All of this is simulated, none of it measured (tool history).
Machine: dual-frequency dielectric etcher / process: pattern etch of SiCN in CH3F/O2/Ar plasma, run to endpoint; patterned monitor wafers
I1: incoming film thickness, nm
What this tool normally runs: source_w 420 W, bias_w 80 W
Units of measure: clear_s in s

Run 1, hour 0.0: usual settings; I1 6.10. Result: clear_s 17.1 s.
Run 2, hour 22.2: usual settings; I1 6.10. Result: clear_s 17.0 s.
Run 3, hour 38.8: usual settings; I1 6.05. Result: clear_s 17.1 s.
Run 4, hour 51.1: usual settings; I1 6.15. Result: clear_s 17.2 s.
Run 5, hour 65.4: usual settings; I1 6.09. Result: clear_s 17.2 s.
Run 6, hour 100.1: usual settings; I1 6.07. Result: clear_s 17.0 s.
Run 7, hour 119.8: usual settings; I1 6.12. Result: clear_s 17.1 s.
Run 8, hour 146.0: usual settings; I1 6.18. Result: clear_s 17.4 s.
Run 9, hour 165.2: usual settings; I1 6.10. Result: clear_s 17.1 s.
Run 10, hour 186.5: usual settings; I1 6.09. Result: clear_s 17.1 s.
Run 11, hour 216.3: usual settings but source_w 460 W, bias_w 73 W; I1 6.10. Result: clear_s 17.0 s.
Run 12, hour 238.2: usual settings but source_w 460 W, bias_w 73 W; I1 6.08. Result: clear_s 16.9 s.
Run 13, hour 264.2: usual settings but source_w 460 W, bias_w 73 W; I1 6.07. Result: clear_s 16.8 s.
At hour 279.3: bias power generator calibrated.
Run 14, hour 292.3: usual settings; I1 6.08. Result: clear_s 16.9 s.
At hour 301.0: source power generator calibrated.
Run 15, hour 310.2: usual settings; I1 6.13. Result: clear_s 17.0 s.
Run 16, hour 344.7: usual settings but source_w 340 W, bias_w 85 W; I1 6.08. Result: clear_s 18.2 s.
Run 17, hour 358.3: usual settings but source_w 340 W, bias_w 85 W; I1 6.07. Result: clear_s 18.1 s.
Run 18, hour 370.4: usual settings but source_w 340 W, bias_w 85 W; I1 6.12. Result: clear_s 18.2 s.
Run 19, hour 384.1: usual settings but source_w 510 W, bias_w 74 W; I1 6.10. Result: clear_s 16.0 s.
At hour 430.0: wet clean of the chamber.
Run 20, hour 430.5: usual settings but source_w 510 W, bias_w 70 W; I1 6.11. Result: clear_s 16.7 s.
Run 21, hour 444.6: usual settings; I1 6.13. Result: clear_s 17.2 s.
At hour 473.1: upper electrode replaced.
Run 22, hour 474.8: usual settings but source_w 370 W, bias_w 89 W; I1 6.11. Result: clear_s 17.4 s.
Run 23, hour 493.6: usual settings but bias_w 98 W; I1 6.15. Result: clear_s 15.9 s.
Run 24, hour 521.8: usual settings but source_w 480 W, bias_w 69 W; I1 6.06. Result: clear_s 17.0 s.
Run 25, hour 597.9: usual settings but bias_w 65 W; I1 6.07. Result: clear_s 18.6 s.
Run 26, hour 615.1: usual settings but source_w 490 W, bias_w 70 W; I1 6.07. Result: clear_s 16.7 s.
Run 27, hour 629.7: usual settings but source_w 510 W, bias_w 99 W; I1 6.16. Result: clear_s 14.5 s.
Run 28, hour 649.3: usual settings; I1 6.10. Result: clear_s 17.2 s.
Run 29, hour 671.6: usual settings; I1 6.14. Result: clear_s 17.3 s.
Run 30, hour 689.8: usual settings; I1 6.10. Result: clear_s 17.2 s.
Run 31, hour 708.5: usual settings but source_w 450 W, bias_w 97 W; I1 6.06. Result: clear_s 15.1 s.
Run 32, hour 743.7: usual settings but source_w 340 W, bias_w 95 W; I1 6.10. Result: clear_s 17.5 s.
Run 33, hour 776.9: usual settings but source_w 370 W, bias_w 91 W; I1 6.17. Result: clear_s 17.4 s.
Run 34, hour 795.7: usual settings but source_w 390 W, bias_w 91 W; I1 6.14. Result: clear_s 16.8 s.
Run 35, hour 828.6: usual settings but source_w 490 W; I1 6.16. Result: clear_s 16.2 s.
Run 36, hour 881.4: usual settings but source_w 470 W, bias_w 98 W; I1 6.09. Result: clear_s 14.7 s.

Each row is a separate what-if for the run after 36, all from the same tool condition, not one after another. Results?
Run A, hour 881.8: usual settings but bias_w 67 W; I1 6.09. Result: clear_s ?.
Run B, hour 881.8: usual settings but source_w 480 W; I1 6.09. Result: clear_s ?.
Run C, hour 881.8: usual settings but source_w 340 W, bias_w 60 W; I1 6.09. Result: clear_s ?.

run  clear_s
  A     18.3
  B     16.0
  C     21.2
Without the tool's unlogged condition, the same runs would have read:
run  clear_s
  A     18.6
  B     16.2
  C     21.5
